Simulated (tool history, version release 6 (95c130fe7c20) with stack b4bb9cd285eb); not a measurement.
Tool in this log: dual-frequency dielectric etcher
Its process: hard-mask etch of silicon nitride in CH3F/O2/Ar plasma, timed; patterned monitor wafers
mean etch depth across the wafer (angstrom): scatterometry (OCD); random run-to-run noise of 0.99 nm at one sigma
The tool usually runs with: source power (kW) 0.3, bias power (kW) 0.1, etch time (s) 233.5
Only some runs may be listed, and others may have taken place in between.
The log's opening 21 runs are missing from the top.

| run | hour | source power (kW) | bias power (kW) | etch time (s) | wafers since the last listed run | hours since the last wet clean | hours since the last source power generator calibration | hours since the last bias power generator calibration | hours since the last upper electrode change | hours since the gauge calibration | read-back reference wafer on the same gauge, depth_nm | mean etch depth across the wafer (angstrom) |
|---|---|---|---|---|---|---|---|---|---|---|---|---|
| 22 | 1274.1 | 0.3 | 0.082 | 233.5 | 156 | 49.7 | 817.2 | 608.5 | 756.5 | 689.7 | 160.9 | 1492 |
| 23 | 1326.5 | 0.3 | 0.1 | 208 | 181 | 102.1 | 869.6 | 660.9 | 808.9 | 742.1 | 161.1 | 1403 |
| 24 | 1355.2 | 0.3 | 0.1 | 188 | 99 | 130.8 | 898.3 | 689.6 | 837.6 | 770.8 | 161 | 1277 |
| 25 | 1504.5 | 0.26 | 0.12 | 233.5 | 516 | 280.1 | 1047.6 | 838.9 | 986.9 | 920.1 | 161 | 1609 |
| 26 | 1547.4 | 0.36 | 0.08 | 191.5 | 148 | 323 | 1090.5 | 881.8 | 1029.8 | 963 | 160.8 | 1264 |
| 27 | 1578.9 | 0.24 | 0.078 | 263.5 | 108 | 354.5 | 1122 | 913.3 | 1061.3 | 994.5 | 161 | 1487 |
| 28 | 1636.6 | 0.3 | 0.1 | 233.5 | 199 | 412.2 | 1179.7 | 971 | 1119 | 1052.2 | 161 | 1535 |
| 29 | 1665.1 | 0.3 | 0.118 | 233.5 | 98 | 440.7 | 1208.2 | 999.5 | 1147.5 | 1080.7 | 160.9 | 1631 |
| 30 | 1709.5 | 0.3 | 0.1 | 233.5 | 153 | 485.1 | 1252.6 | 1043.9 | 1191.9 | 1125.1 | 161.1 | 1534 |

Here are 3 independent what-if runs from the current tool condition. What would each one return?
| A | 1710 | 0.3 | 0.1 | 233.5 | 1 | 485.6 | 1253.1 | 1044.4 | 1192.4 | 1125.6 | ? | ? |
| B | 1710 | 0.35 | 0.123 | 261.5 | 1 | 485.6 | 1253.1 | 1044.4 | 1192.4 | 1125.6 | ? | ? |
| C | 1710 | 0.3 | 0.1 | 179 | 1 | 485.6 | 1253.1 | 1044.4 | 1192.4 | 1125.6 | ? | ? |

| run | read-back reference wafer on the same gauge, depth_nm | mean etch depth across the wafer (angstrom) |
|---|---|---|
| A | 161 | 1529 |
| B | 161 | 1950 |
| C | 161 | 1172 |
With the hidden condition removed and each run's random variation left untouched, the same runs would have given:
| run | mean etch depth across the wafer (angstrom) |
|---|---|
| A | 1628 |
| B | 2076 |
| C | 1248 |

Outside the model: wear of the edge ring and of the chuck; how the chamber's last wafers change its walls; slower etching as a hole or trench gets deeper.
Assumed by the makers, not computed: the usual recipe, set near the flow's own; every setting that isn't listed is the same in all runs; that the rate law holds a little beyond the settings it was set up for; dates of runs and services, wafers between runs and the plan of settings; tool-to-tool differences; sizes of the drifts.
